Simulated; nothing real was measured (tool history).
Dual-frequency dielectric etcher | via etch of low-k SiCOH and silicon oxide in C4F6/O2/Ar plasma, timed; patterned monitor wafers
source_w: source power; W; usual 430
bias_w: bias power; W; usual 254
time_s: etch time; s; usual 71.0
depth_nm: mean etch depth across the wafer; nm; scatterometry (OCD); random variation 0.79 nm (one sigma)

| run | hour | source_w | bias_w | time_s | read-back reference wafer on the same gauge, depth_nm | depth_nm |
|---|---|---|---|---|---|---|
| 1 | 0.0 | 430 | 254 | 71.0 | 187.8 | 224.4 |
| 2 | 102.2 | 430 | 254 | 71.0 | 188.0 | 223.0 |
| 3 | 207.7 | 430 | 269 | 71.0 | 188.1 | 226.7 |
| 4 | 286.3 | 430 | 269 | 71.0 | 188.1 | 227.9 |
| 5 | 342.8 | 430 | 254 | 71.0 | 187.9 | 221.6 |
|  | 393.3 | upper electrode replaced |
| 6 | 420.0 | 430 | 254 | 57.0 | 187.8 | 179.1 |
|  | 499.1 | wet clean of the chamber |
| 7 | 504.9 | 430 | 269 | 71.0 | 188.0 | 224.4 |
| 8 | 558.7 | 500 | 198 | 78.0 | 187.7 | 243.7 |
| 9 | 654.9 | 500 | 296 | 59.0 | 188.2 | 199.9 |
| 10 | 723.5 | 430 | 254 | 71.0 | 188.1 | 221.2 |
| 11 | 819.5 | 430 | 306 | 71.0 | 188.0 | 229.9 |
| 12 | 1107.5 | 390 | 233 | 85.5 | 188.2 | 251.2 |
| 13 | 1168.1 | 430 | 254 | 71.0 | 188.2 | 219.2 |
|  | 1180.5 | gauge calibrated |
|  | 1199.1 | wet clean of the chamber |
| 14 | 1228.4 | 330 | 254 | 78.0 | 188.0 | 220.8 |
| 15 | 1311.6 | 400 | 254 | 76.5 | 188.1 | 230.2 |
| 16 | 1353.0 | 430 | 282 | 53.5 | 188.2 | 169.0 |
| 17 | 1401.7 | 380 | 254 | 85.5 | 187.8 | 253.1 |
|  | 1457.3 | bias power generator calibrated |
| 18 | 1569.2 | 430 | 254 | 71.0 | 187.8 | 221.5 |
| 19 | 1659.5 | 430 | 254 | 71.0 | 188.0 | 220.9 |
| 20 | 1710.5 | 400 | 254 | 57.0 | 187.9 | 172.0 |
| 21 | 1747.9 | 430 | 295 | 78.0 | 187.9 | 251.2 |
| 22 | 1844.8 | 430 | 277 | 59.5 | 188.1 | 188.7 |
| 23 | 1933.6 | 430 | 215 | 71.0 | 187.8 | 212.0 |
|  | 2000.1 | wet clean of the chamber |
| 24 | 2003.1 | 430 | 305 | 71.0 | 188.0 | 228.4 |
| 25 | 2070.9 | 430 | 254 | 71.0 | 188.1 | 218.1 |
| 26 | 2156.9 | 530 | 308 | 71.0 | 188.1 | 245.7 |
| 27 | 2193.3 | 510 | 254 | 71.0 | 188.0 | 232.6 |
| 28 | 2293.4 | 500 | 254 | 71.0 | 188.0 | 231.6 |

What the log doesn't show, run by run:
etch rate over this chamber's usual, %: 0 in every run
gauge reads high (%): 0 in every run
H1: source power that arrives over what is set, %
H2: bias power that arrives over what is set, %
| run | H1 | H2 |
|---|---|---|
| 1 | -1.79 | -0.698 |
| 2 | -2.17 | -1.02 |
| 3 | -2.54 | -1.36 |
| 4 | -2.78 | -1.61 |
| 5 | -2.95 | -1.79 |
| 6 | -3.17 | -2.03 |
| 7 | -3.39 | -2.31 |
| 8 | -3.52 | -2.48 |
| 9 | -3.75 | -2.78 |
| 10 | -3.89 | -3 |
| 11 | -4.08 | -3.31 |
| 12 | -4.56 | -4.22 |
| 13 | -4.65 | -4.42 |
| 14 | -4.73 | -4.61 |
| 15 | -4.84 | -4.87 |
| 16 | -4.89 | -5 |
| 17 | -4.94 | -5.16 |
| 18 | -5.12 | -1.67 |
| 19 | -5.2 | -1.96 |
| 20 | -5.25 | -2.12 |
| 21 | -5.28 | -2.24 |
| 22 | -5.35 | -2.55 |
| 23 | -5.42 | -2.83 |
| 24 | -5.47 | -3.05 |
| 25 | -5.51 | -3.27 |
| 26 | -5.56 | -3.54 |
| 27 | -5.58 | -3.66 |
| 28 | -5.63 | -3.97 |
